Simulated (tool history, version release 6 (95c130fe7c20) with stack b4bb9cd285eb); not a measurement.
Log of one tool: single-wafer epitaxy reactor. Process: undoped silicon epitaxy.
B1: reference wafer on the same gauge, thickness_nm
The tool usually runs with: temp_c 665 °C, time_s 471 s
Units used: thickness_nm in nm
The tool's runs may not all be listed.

{"run": 1, "day": 0.0, "temp_c": 665, "time_s": 471, "B1": 116.063, "thickness_nm": 105.58}
{"run": 2, "day": 0.908, "temp_c": 665, "time_s": 471, "B1": 116.022, "thickness_nm": 105.549}
{"run": 3, "day": 1.633, "temp_c": 665, "time_s": 503, "B1": 115.983, "thickness_nm": 112.921}
{"run": 4, "day": 3.679, "temp_c": 665, "time_s": 503, "B1": 115.94, "thickness_nm": 113.973}
{"run": 5, "day": 4.954, "temp_c": 665, "time_s": 471, "B1": 115.95, "thickness_nm": 105.839}
{"run": 6, "day": 6.288, "temp_c": 665, "time_s": 471, "B1": 115.935, "thickness_nm": 106.37}
{"run": 7, "day": 7.254, "temp_c": 661, "time_s": 471, "B1": 115.942, "thickness_nm": 98.563}
{"run": 8, "day": 8.238, "temp_c": 657, "time_s": 398, "B1": 116.08, "thickness_nm": 76.631}
{"run": 9, "day": 9.638, "temp_c": 657, "time_s": 398, "B1": 116.081, "thickness_nm": 76.939}
{"run": 10, "day": 10.933, "temp_c": 665, "time_s": 471, "B1": 116.003, "thickness_nm": 107.457}
{"run": 11, "day": 11.471, "temp_c": 665, "time_s": 471, "B1": 116.004, "thickness_nm": 107.286}
{"run": 12, "day": 12.862, "temp_c": 665, "time_s": 471, "B1": 115.923, "thickness_nm": 106.951}
{"run": 13, "day": 14.333, "temp_c": 665, "time_s": 471, "B1": 116.001, "thickness_nm": 107.245}
{"run": 14, "day": 14.971, "temp_c": 665, "time_s": 471, "B1": 116.017, "thickness_nm": 107.408}
{"run": 15, "day": 15.583, "temp_c": 665, "time_s": 471, "B1": 115.886, "thickness_nm": 107.653}
{"run": 16, "day": 17.0, "temp_c": 665, "time_s": 502, "B1": 116.058, "thickness_nm": 114.279}
{"run": 17, "day": 18.338, "temp_c": 665, "time_s": 502, "B1": 116.049, "thickness_nm": 114.974}
{"run": 18, "day": 19.712, "temp_c": 665, "time_s": 502, "B1": 116.129, "thickness_nm": 115.303}
{"run": 19, "day": 21.079, "temp_c": 665, "time_s": 471, "B1": 116.115, "thickness_nm": 108.329}
{"run": 20, "day": 22.258, "temp_c": 665, "time_s": 471, "B1": 116.015, "thickness_nm": 108.416}
{"run": 21, "day": 23.462, "temp_c": 665, "time_s": 471, "B1": 116.022, "thickness_nm": 108.433}
{"day": 23.675, "done": "gauge calibrated"}
{"run": 22, "day": 24.342, "temp_c": 665, "time_s": 471, "B1": 116.046, "thickness_nm": 107.979}
{"run": 23, "day": 25.792, "temp_c": 665, "time_s": 471, "B1": 115.96, "thickness_nm": 108.905}
{"run": 24, "day": 27.238, "temp_c": 657, "time_s": 561, "B1": 115.987, "thickness_nm": 110.787}
{"run": 25, "day": 29.675, "temp_c": 653, "time_s": 438, "B1": 116.043, "thickness_nm": 80.058}
{"run": 26, "day": 30.25, "temp_c": 654, "time_s": 397, "B1": 115.981, "thickness_nm": 73.716}
{"run": 27, "day": 31.258, "temp_c": 652, "time_s": 421, "B1": 116.008, "thickness_nm": 74.993}
{"run": 28, "day": 32.725, "temp_c": 665, "time_s": 406, "B1": 116.021, "thickness_nm": 94.474}
{"run": 29, "day": 33.825, "temp_c": 655, "time_s": 471, "B1": 116.036, "thickness_nm": 89.842}
{"run": 30, "day": 34.992, "temp_c": 665, "time_s": 471, "B1": 116.114, "thickness_nm": 109.89}
{"run": 31, "day": 35.992, "temp_c": 673, "time_s": 400, "B1": 116.018, "thickness_nm": 110.196}
{"day": 38.254, "done": "pyrometer calibrated"}
{"run": 32, "day": 39.854, "temp_c": 653, "time_s": 540, "B1": 115.846, "thickness_nm": 94.338}
{"run": 33, "day": 40.942, "temp_c": 670, "time_s": 471, "B1": 116.018, "thickness_nm": 115.99}
{"run": 34, "day": 42.25, "temp_c": 665, "time_s": 503, "B1": 115.883, "thickness_nm": 112.553}
{"run": 35, "day": 43.133, "temp_c": 676, "time_s": 471, "B1": 115.952, "thickness_nm": 130.904}
{"run": 36, "day": 43.738, "temp_c": 653, "time_s": 544, "B1": 116.027, "thickness_nm": 95.389}
{"run": 37, "day": 45.104, "temp_c": 650, "time_s": 499, "B1": 115.97, "thickness_nm": 81.846}
{"run": 38, "day": 45.892, "temp_c": 656, "time_s": 508, "B1": 115.995, "thickness_nm": 95.261}
{"run": 39, "day": 47.333, "temp_c": 665, "time_s": 503, "B1": 115.92, "thickness_nm": 112.177}
{"run": 40, "day": 48.038, "temp_c": 653, "time_s": 438, "B1": 116.008, "thickness_nm": 77.408}
{"run": 41, "day": 49.067, "temp_c": 672, "time_s": 387, "B1": 116.007, "thickness_nm": 100.281}
{"run": 42, "day": 50.183, "temp_c": 659, "time_s": 517, "B1": 115.98, "thickness_nm": 103.199}
{"run": 43, "day": 50.75, "temp_c": 665, "time_s": 471, "B1": 116.032, "thickness_nm": 105.506}
{"run": 44, "day": 54.129, "temp_c": 679, "time_s": 443, "B1": 115.944, "thickness_nm": 132.765}
{"run": 45, "day": 57.554, "temp_c": 655, "time_s": 513, "B1": 115.995, "thickness_nm": 95.146}
{"run": 46, "day": 58.6, "temp_c": 671, "time_s": 399, "B1": 116.048, "thickness_nm": 102.065}

Predict each of these 3 candidate next runs independently; none follows another, all start after run 46:
{"run": "A", "day": 58.621, "temp_c": 665, "time_s": 471, "B1": "?", "thickness_nm": "?"}
{"run": "B", "day": 58.621, "temp_c": 678, "time_s": 401, "B1": "?", "thickness_nm": "?"}
{"run": "C", "day": 58.621, "temp_c": 656, "time_s": 432, "B1": "?", "thickness_nm": "?"}

run=A B1=115.982 thickness_nm=106.878
run=B B1=115.982 thickness_nm=117.677
run=C B1=115.982 thickness_nm=81.713
Stripped of hidden state, with their random variation kept, the same runs would have yielded:
run=A thickness_nm=104.572
run=B thickness_nm=115.203
run=C thickness_nm=79.918

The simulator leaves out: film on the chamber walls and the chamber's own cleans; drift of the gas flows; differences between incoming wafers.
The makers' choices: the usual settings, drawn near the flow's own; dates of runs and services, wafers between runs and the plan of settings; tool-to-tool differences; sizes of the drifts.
